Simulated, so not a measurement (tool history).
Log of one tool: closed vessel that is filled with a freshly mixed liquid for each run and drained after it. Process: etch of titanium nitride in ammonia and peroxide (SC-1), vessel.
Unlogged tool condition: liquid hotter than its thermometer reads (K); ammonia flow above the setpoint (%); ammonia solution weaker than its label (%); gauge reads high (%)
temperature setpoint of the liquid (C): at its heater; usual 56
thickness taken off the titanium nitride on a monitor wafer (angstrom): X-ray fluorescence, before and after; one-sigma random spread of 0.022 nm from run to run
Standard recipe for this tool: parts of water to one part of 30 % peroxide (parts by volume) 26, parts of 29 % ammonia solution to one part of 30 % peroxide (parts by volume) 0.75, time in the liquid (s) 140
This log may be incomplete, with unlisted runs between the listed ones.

run,day,temperature setpoint of the liquid (C),parts of water to one part of 30 % peroxide (parts by volume),parts of 29 % ammonia solution to one part of 30 % peroxide (parts by volume),time in the liquid (s),wafers since the last listed run,hours since the thermometer was replaced,hours since the ammonia flow meter was replaced,hours since the drum of ammonia solution was connected,hours since the gauge calibration,"read-back film thickness of the titanium nitride reference wafer, read on the same gauge (nm)",thickness taken off the titanium nitride on a monitor wafer (angstrom)
1,0,56,26,0.75,140,0,2527.1,1043.5,93.8,394.9,129.97,63.1
2,2.842,56,26,0.75,140,6684,2595.3,1111.7,162,463.1,130.04,62.9
3,4.442,56,17.5,0.75,140,3763,2633.7,1150.1,200.4,501.5,130.02,78.6
4,6.567,56,26,0.75,140,4998,2684.7,1201.1,251.4,552.5,129.96,62.9
# day 7.4: new drum of ammonia solution connected
5,8.154,56,26,0.75,140,3636,2722.8,1239.2,18.1,590.6,130.01,62.7
6,9.208,56,26,0.75,140,2479,2748.1,1264.5,43.4,615.9,130.02,62.6
7,11.267,56,26,0.75,140,4841,2797.5,1313.9,92.8,665.3,129.99,63.2
8,13.954,56,26,0.75,180,6321,2862,1378.4,157.3,729.8,129.98,81
# day 15.212: ammonia flow meter replaced
9,15.267,56,26,0.75,180,2989,2893.5,1.3,188.8,761.3,129.99,79.1
10,17.15,56,26,0.75,180,4429,2938.7,46.5,234,806.5,130.04,79.4
# day 18.875: new drum of ammonia solution connected
11,19.354,56,26,0.75,140,5086,2991.6,99.4,11.5,859.4,130.01,61.8
# day 20.917: thermometer replaced
12,21.812,56,26,0.75,140,5684,21.5,158.4,70.5,918.4,129.98,61.8
13,23.75,56,35.5,0.75,140,4557,68,204.9,117,964.9,130.02,52
14,25.654,56,26,0.75,140,4478,113.7,250.6,162.7,1010.6,129.97,61.6
15,27.192,56,26,0.75,140,3616,150.6,287.5,199.6,1047.5,129.98,61.9
# day 28.833: new drum of ammonia solution connected
16,29.321,46,26,0.5,205,4910,201.7,338.6,11.7,1098.6,130.03,42
# day 29.938: gauge calibrated
17,31.221,50.5,26,0.75,140,4469,247.3,384.2,57.3,30.8,130.03,42.8
18,33.6,56,26,0.75,180,5596,304.4,441.3,114.4,87.9,129.98,80.4
19,34.654,56,26,0.75,140,2479,329.7,466.6,139.7,113.2,130.02,61.9
20,36.396,56,15,0.75,140,4096,371.5,508.4,181.5,155,130.03,84
21,38.117,56,26,0.75,180,4047,412.8,549.7,222.8,196.3,130.04,80.3
# day 39.275: new drum of ammonia solution connected
22,41.025,49,34.5,0.75,140,6742,482.6,619.5,42,266.1,130.02,32.8
23,44.8,56,26,0.4,170,8879,573.2,710.1,132.6,356.7,130,67.3
24,47.179,56,26,0.75,105,5596,630.3,767.2,189.7,413.8,129.99,46.8
# day 49.575: new drum of ammonia solution connected
25,50.25,56,22,0.55,140,7125,704,840.9,16.2,487.5,129.99,64.8

Below are 4 alternative next runs, each starting from the tool's condition after run 25. Predict each:
A,50.279,61,26,0.75,140,68,704.7,841.6,16.9,488.2,?,?
B,50.279,63,19.5,0.75,140,68,704.7,841.6,16.9,488.2,?,?
C,50.279,63,34.5,0.75,140,68,704.7,841.6,16.9,488.2,?,?
D,50.279,62.5,26,0.75,140,68,704.7,841.6,16.9,488.2,?,?

run,"read-back film thickness of the titanium nitride reference wafer, read on the same gauge (nm)",thickness taken off the titanium nitride on a monitor wafer (angstrom)
A,130.03,87.3
B,130.03,116.5
C,130.03,84.6
D,130.03,96.2
Stripped of hidden state, with their random variation kept, the same runs would have yielded:
run,thickness taken off the titanium nitride on a monitor wafer (angstrom)
A,86.1
B,115.1
C,83.5
D,94.9
